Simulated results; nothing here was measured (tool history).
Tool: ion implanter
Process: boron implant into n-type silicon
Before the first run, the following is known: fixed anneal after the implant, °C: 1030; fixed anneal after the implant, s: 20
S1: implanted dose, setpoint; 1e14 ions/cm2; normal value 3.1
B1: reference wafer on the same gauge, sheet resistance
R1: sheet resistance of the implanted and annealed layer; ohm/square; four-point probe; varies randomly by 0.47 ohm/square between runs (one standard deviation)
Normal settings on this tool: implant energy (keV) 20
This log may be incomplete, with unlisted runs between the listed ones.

{"run": 1, "hour": 0.0, "S1": 3.77, "implant energy (keV)": 24.5, "B1": 289.86, "R1": 259.13}
{"run": 2, "hour": 59.5, "S1": 3.77, "implant energy (keV)": 24.5, "B1": 290.11, "R1": 258.47}
{"run": 3, "hour": 368.4, "S1": 3.77, "implant energy (keV)": 24.5, "B1": 290.04, "R1": 256.58}
{"run": 4, "hour": 439.9, "S1": 3.1, "implant energy (keV)": 20, "B1": 290.02, "R1": 305.63}
{"hour": 482.5, "done": "Faraday cup replaced and dose calibrated"}
{"run": 5, "hour": 484.2, "S1": 3.1, "implant energy (keV)": 20, "B1": 290.09, "R1": 315.06}
{"run": 6, "hour": 583.5, "S1": 3.1, "implant energy (keV)": 20, "B1": 290.04, "R1": 314.55}
{"run": 7, "hour": 677.3, "S1": 3.1, "implant energy (keV)": 22.5, "B1": 289.99, "R1": 310.82}
{"run": 8, "hour": 784.3, "S1": 3.1, "implant energy (keV)": 20, "B1": 289.98, "R1": 314.41}
{"run": 9, "hour": 826.8, "S1": 3.1, "implant energy (keV)": 20, "B1": 289.97, "R1": 314.33}
{"run": 10, "hour": 868.7, "S1": 3.1, "implant energy (keV)": 20, "B1": 290.01, "R1": 313.86}
{"run": 11, "hour": 932.6, "S1": 3.1, "implant energy (keV)": 24.5, "B1": 290, "R1": 307.28}
{"run": 12, "hour": 1155.5, "S1": 3.1, "implant energy (keV)": 20, "B1": 290.15, "R1": 313.1}
{"run": 13, "hour": 1350.5, "S1": 3.1, "implant energy (keV)": 20, "B1": 290.13, "R1": 310.98}
{"run": 14, "hour": 1454.5, "S1": 3.1, "implant energy (keV)": 20, "B1": 289.99, "R1": 310.4}
{"run": 15, "hour": 1520.6, "S1": 3.1, "implant energy (keV)": 20, "B1": 290.13, "R1": 310.22}
{"run": 16, "hour": 1619.5, "S1": 3.1, "implant energy (keV)": 20, "B1": 290.13, "R1": 308.99}
{"hour": 1691.8, "done": "Faraday cup replaced and dose calibrated"}
{"run": 17, "hour": 1897.7, "S1": 2.64, "implant energy (keV)": 18, "B1": 290.02, "R1": 362.46}
{"run": 18, "hour": 1966.4, "S1": 2.23, "implant energy (keV)": 14, "B1": 290.01, "R1": 428.54}
{"hour": 2047.8, "done": "gauge calibrated"}
{"run": 19, "hour": 2062.5, "S1": 3.1, "implant energy (keV)": 20, "B1": 289.83, "R1": 314.32}
{"run": 20, "hour": 2119.3, "S1": 3.1, "implant energy (keV)": 20, "B1": 290.14, "R1": 313.8}
{"hour": 2157.8, "done": "extraction supply calibrated"}
{"run": 21, "hour": 2207.3, "S1": 4.02, "implant energy (keV)": 24.5, "B1": 290.09, "R1": 248.66}
{"run": 22, "hour": 2303.4, "S1": 3.44, "implant energy (keV)": 20, "B1": 290.11, "R1": 287.13}
{"run": 23, "hour": 2371.5, "S1": 3.87, "implant energy (keV)": 14, "B1": 290.03, "R1": 271.17}
{"run": 24, "hour": 2475.7, "S1": 3.1, "implant energy (keV)": 16.5, "B1": 290.01, "R1": 318.46}
{"run": 25, "hour": 2520.4, "S1": 2.58, "implant energy (keV)": 26.5, "B1": 289.89, "R1": 349.96}
{"run": 26, "hour": 2622.5, "S1": 2.7, "implant energy (keV)": 15.5, "B1": 290.1, "R1": 357.86}
{"run": 27, "hour": 2701.8, "S1": 3.67, "implant energy (keV)": 13, "B1": 289.94, "R1": 283.22}
{"hour": 2779.4, "done": "Faraday cup replaced and dose calibrated"}
{"run": 28, "hour": 2801.2, "S1": 3.1, "implant energy (keV)": 20, "B1": 290, "R1": 313.9}
{"run": 29, "hour": 2905.1, "S1": 2.69, "implant energy (keV)": 25, "B1": 290.2, "R1": 343.46}
{"run": 30, "hour": 2988.4, "S1": 3.1, "implant energy (keV)": 20, "B1": 290.01, "R1": 312.6}
{"run": 31, "hour": 3045.1, "S1": 3.1, "implant energy (keV)": 16, "B1": 289.97, "R1": 322.02}
{"run": 32, "hour": 3144.4, "S1": 3.1, "implant energy (keV)": 17.5, "B1": 289.94, "R1": 317.86}
{"run": 33, "hour": 3329.0, "S1": 2.66, "implant energy (keV)": 24, "B1": 290.17, "R1": 347.69}
{"run": 34, "hour": 3416.4, "S1": 3.1, "implant energy (keV)": 15.5, "B1": 290.04, "R1": 321.04}
{"run": 35, "hour": 3472.5, "S1": 3.1, "implant energy (keV)": 24, "B1": 290.03, "R1": 305.71}
{"run": 36, "hour": 3533.7, "S1": 2.65, "implant energy (keV)": 24, "B1": 289.86, "R1": 347.4}
{"run": 37, "hour": 3610.1, "S1": 2.27, "implant energy (keV)": 24, "B1": 290.03, "R1": 393.74}
{"run": 38, "hour": 3929.9, "S1": 2.77, "implant energy (keV)": 17.5, "B1": 290.09, "R1": 342.65}

Selected run-to-run steps in R1, each split into two signed amounts: the part the tool would show with no hidden state at all (from settings, incoming material and random variation), and the remainder, which goes to the hidden state together with any gauge scatter not common to the measured and the hidden-state-free results:
Unlogged tool condition in this case: deviation of the true dose from the Faraday cup's reading, %; deviation of the true energy from its setpoint, %; gauge reads high (%).
Run 4 -> 5: Faraday cup replaced and dose calibrated. R1 +9.43 ohm/square: hidden state +8.15, all else +1.28.
Run 16 -> 17: S1 3.1 -> 2.64, implant energy (keV) 20 -> 18, Faraday cup replaced and dose calibrated. R1 +53.47 ohm/square: hidden state +4.68, all else +48.79.
Run 17 -> 18: S1 2.64 -> 2.23, implant energy (keV) 18 -> 14. R1 +66.08 ohm/square: hidden state -0.18, all else +66.26.
Run 18 -> 19: S1 2.23 -> 3.1, implant energy (keV) 14 -> 20, gauge calibrated. R1 -114.22 ohm/square: hidden state -0.22, all else -114.
Run 26 -> 27: S1 2.7 -> 3.67, implant energy (keV) 15.5 -> 13. R1 -74.64 ohm/square: hidden state +0.23, all else -74.87.
Run 27 -> 28: S1 3.67 -> 3.1, implant energy (keV) 13 -> 20, Faraday cup replaced and dose calibrated. R1 +30.68 ohm/square: hidden state +3.79, all else +26.89.
